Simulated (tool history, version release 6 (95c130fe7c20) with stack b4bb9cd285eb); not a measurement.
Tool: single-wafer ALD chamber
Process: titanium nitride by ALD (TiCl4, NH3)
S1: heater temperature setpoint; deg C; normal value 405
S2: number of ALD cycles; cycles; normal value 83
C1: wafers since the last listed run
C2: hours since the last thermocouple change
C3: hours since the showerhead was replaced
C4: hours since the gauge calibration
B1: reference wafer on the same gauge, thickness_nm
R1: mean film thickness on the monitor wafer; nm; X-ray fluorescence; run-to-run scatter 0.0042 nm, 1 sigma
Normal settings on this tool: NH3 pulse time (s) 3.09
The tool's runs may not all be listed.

Run 1, hour 0.0: usual settings; C1 0; C2 1847.2; C3 4154.4; C4 696.9; B1 1.874. Result: R1 1.712 nm.
Run 2, hour 50.3: usual settings but S1 409 deg C; C1 120; C2 1897.5; C3 4204.7; C4 747.2; B1 1.873. Result: R1 1.710 nm.
Run 3, hour 128.6: usual settings but S1 409 deg C; C1 187; C2 1975.8; C3 4283.0; C4 825.5; B1 1.877. Result: R1 1.711 nm.
Run 4, hour 181.5: usual settings but NH3 pulse time (s) 3.51; C1 126; C2 2028.7; C3 4335.9; C4 878.4; B1 1.876. Result: R1 1.719 nm.
Run 5, hour 272.0: usual settings but NH3 pulse time (s) 3.51; C1 216; C2 2119.2; C3 4426.4; C4 968.9; B1 1.878. Result: R1 1.731 nm.
Run 6, hour 371.1: usual settings but NH3 pulse time (s) 2.35; C1 236; C2 2218.3; C3 4525.5; C4 1068.0; B1 1.881. Result: R1 1.699 nm.
At hour 441.0: thermocouple changed; heater temperature recalibrated.
Run 7, hour 466.2: usual settings but NH3 pulse time (s) 2.35; C1 208; C2 25.2; C3 4620.6; C4 1163.1; B1 1.882. Result: R1 1.680 nm.
At hour 543.7: showerhead replaced.
Run 8, hour 574.2: usual settings but NH3 pulse time (s) 4.32; C1 238; C2 133.2; C3 30.5; C4 1271.1; B1 1.885. Result: R1 1.745 nm.
At hour 607.1: gauge calibrated.
Run 9, hour 621.4: usual settings but S1 416 deg C, S2 92 cycles, NH3 pulse time (s) 4.08; C1 112; C2 180.4; C3 77.7; C4 14.3; B1 1.864. Result: R1 1.895 nm.
Run 10, hour 675.9: usual settings but S1 410 deg C; C1 130; C2 234.9; C3 132.2; C4 68.8; B1 1.864. Result: R1 1.696 nm.
Run 11, hour 739.7: usual settings but NH3 pulse time (s) 2.35; C1 152; C2 298.7; C3 196.0; C4 132.6; B1 1.865. Result: R1 1.675 nm.
Run 12, hour 790.9: usual settings but S1 414 deg C, S2 94 cycles, NH3 pulse time (s) 3.77; C1 122; C2 349.9; C3 247.2; C4 183.8; B1 1.868. Result: R1 1.950 nm.
Run 13, hour 886.7: usual settings but S1 409 deg C, S2 97 cycles; C1 228; C2 445.7; C3 343.0; C4 279.6; B1 1.869. Result: R1 1.998 nm.
Run 14, hour 992.8: usual settings but NH3 pulse time (s) 2.35; C1 253; C2 551.8; C3 449.1; C4 385.7; B1 1.873. Result: R1 1.679 nm.

Here are 3 independent what-if runs from the current tool condition. What would each one return?
Run A, hour 993.4: usual settings but NH3 pulse time (s) 3.46; C1 1; C2 552.4; C3 449.7; C4 386.3; B1 ?. Result: R1 ?.
Run B, hour 993.4: usual settings but S1 416 deg C, S2 93 cycles; C1 1; C2 552.4; C3 449.7; C4 386.3; B1 ?. Result: R1 ?.
Run C, hour 993.4: usual settings but S2 93 cycles, NH3 pulse time (s) 2.21; C1 1; C2 552.4; C3 449.7; C4 386.3; B1 ?. Result: R1 ?.

run     B1     R1
  A  1.871  1.714
  B  1.871  1.914
  C  1.871  1.870
Had the tool no hidden state, the same runs would have come out as:
run     R1
  A  1.703
  B  1.902
  C  1.858

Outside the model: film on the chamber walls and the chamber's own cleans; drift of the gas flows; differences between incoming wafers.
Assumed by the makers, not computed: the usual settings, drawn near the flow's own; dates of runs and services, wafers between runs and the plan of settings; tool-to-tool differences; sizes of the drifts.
